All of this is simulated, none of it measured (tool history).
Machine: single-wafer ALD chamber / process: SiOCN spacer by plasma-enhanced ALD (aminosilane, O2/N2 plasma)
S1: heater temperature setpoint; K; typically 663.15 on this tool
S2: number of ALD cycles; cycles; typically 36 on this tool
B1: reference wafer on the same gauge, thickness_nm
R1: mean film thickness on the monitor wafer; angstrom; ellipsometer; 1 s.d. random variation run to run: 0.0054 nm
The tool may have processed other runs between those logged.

run 1 hour=0.0 | S1=663.15 S2=36 | B1=2.114 | R1=21.44
run 2 hour=63.7 | S1=663.15 S2=36 | B1=2.114 | R1=21.44
run 3 hour=213.3 | S1=663.15 S2=36 | B1=2.111 | R1=21.50
run 4 hour=267.1 | S1=663.15 S2=36 | B1=2.112 | R1=21.38
run 5 hour=358.2 | S1=663.15 S2=41 | B1=2.109 | R1=24.37
run 6 hour=430.6 | S1=663.15 S2=41 | B1=2.107 | R1=24.32
run 7 hour=519.1 | S1=663.15 S2=41 | B1=2.106 | R1=24.32
run 8 hour=565.6 | S1=663.15 S2=36 | B1=2.105 | R1=21.35
run 9 hour=630.8 | S1=663.15 S2=36 | B1=2.105 | R1=21.37
run 10 hour=700.8 | S1=663.15 S2=36 | B1=2.105 | R1=21.28
run 11 hour=740.2 | S1=663.15 S2=36 | B1=2.103 | R1=21.30
run 12 hour=795.9 | S1=663.15 S2=36 | B1=2.102 | R1=21.36
run 13 hour=874.0 | S1=669.15 S2=32 | B1=2.102 | R1=18.97
run 14 hour=929.2 | S1=669.15 S2=32 | B1=2.103 | R1=18.96
run 15 hour=1023.2 | S1=669.15 S2=32 | B1=2.101 | R1=19.01
run 16 hour=1099.5 | S1=668.15 S2=36 | B1=2.101 | R1=21.29
run 17 hour=1236.2 | S1=668.15 S2=36 | B1=2.098 | R1=21.18
run 18 hour=1333.5 | S1=673.15 S2=36 | B1=2.098 | R1=21.16
run 19 hour=1431.6 | S1=673.15 S2=36 | B1=2.099 | R1=21.22
run 20 hour=1525.8 | S1=673.15 S2=36 | B1=2.096 | R1=21.33
run 21 hour=1673.1 | S1=663.15 S2=36 | B1=2.095 | R1=21.37
run 22 hour=1735.7 | S1=663.15 S2=36 | B1=2.095 | R1=21.32
run 23 hour=1775.1 | S1=672.15 S2=29 | B1=2.095 | R1=17.07
run 24 hour=1814.6 | S1=663.15 S2=36 | B1=2.095 | R1=21.19
run 25 hour=1898.9 | S1=658.15 S2=41 | B1=2.095 | R1=24.32
run 26 hour=1971.7 | S1=659.15 S2=36 | B1=2.095 | R1=21.32
run 27 hour=2069.9 | S1=663.15 S2=36 | B1=2.095 | R1=21.24
run 28 hour=2160.5 | S1=676.15 S2=43 | B1=2.093 | R1=25.17
run 29 hour=2260.4 | S1=650.15 S2=40 | B1=2.093 | R1=23.53
run 30 hour=2358.4 | S1=663.15 S2=39 | B1=2.093 | R1=22.99
-- hour=2369.5 thermocouple changed; heater temperature recalibrated
run 31 hour=2415.5 | S1=663.15 S2=36 | B1=2.094 | R1=21.24
run 32 hour=2522.1 | S1=648.15 S2=41 | B1=2.093 | R1=24.22
run 33 hour=2572.6 | S1=659.15 S2=36 | B1=2.093 | R1=21.20
run 34 hour=2672.3 | S1=655.15 S2=40 | B1=2.093 | R1=23.58
run 35 hour=2719.4 | S1=663.15 S2=36 | B1=2.092 | R1=21.23
run 36 hour=2814.7 | S1=675.15 S2=40 | B1=2.093 | R1=23.39
-- hour=2821.1 gauge calibrated
run 37 hour=2908.0 | S1=663.15 S2=36 | B1=2.139 | R1=21.71
run 38 hour=3013.6 | S1=663.15 S2=36 | B1=2.135 | R1=21.66
run 39 hour=3073.6 | S1=657.15 S2=36 | B1=2.133 | R1=21.53
run 40 hour=3142.3 | S1=663.15 S2=36 | B1=2.128 | R1=21.62
run 41 hour=3197.0 | S1=670.15 S2=32 | B1=2.128 | R1=19.22
run 42 hour=3265.3 | S1=655.15 S2=31 | B1=2.125 | R1=18.58
run 43 hour=3331.3 | S1=663.15 S2=31 | B1=2.123 | R1=18.49
run 44 hour=3414.7 | S1=654.15 S2=38 | B1=2.120 | R1=22.59
run 45 hour=3464.1 | S1=656.15 S2=38 | B1=2.118 | R1=22.53
run 46 hour=3720.7 | S1=669.15 S2=36 | B1=2.114 | R1=21.46

5 options for the next run, each taken on its own from the tool as it stands now. Forecast them:
run A hour=3721.2 | S1=663.15 S2=36 | B1=? | R1=?
run B hour=3721.2 | S1=674.15 S2=36 | B1=? | R1=?
run C hour=3721.2 | S1=657.15 S2=33 | B1=? | R1=?
run D hour=3721.2 | S1=668.15 S2=41 | B1=? | R1=?
run E hour=3721.2 | S1=676.15 S2=36 | B1=? | R1=?

run=A B1=2.112 R1=21.52
run=B B1=2.112 R1=21.45
run=C B1=2.112 R1=19.72
run=D B1=2.112 R1=24.50
run=E B1=2.112 R1=21.32
Without the tool's unlogged condition, the same runs would have read:
run=A R1=21.80
run=B R1=21.73
run=C R1=19.99
run=D R1=24.83
run=E R1=21.60
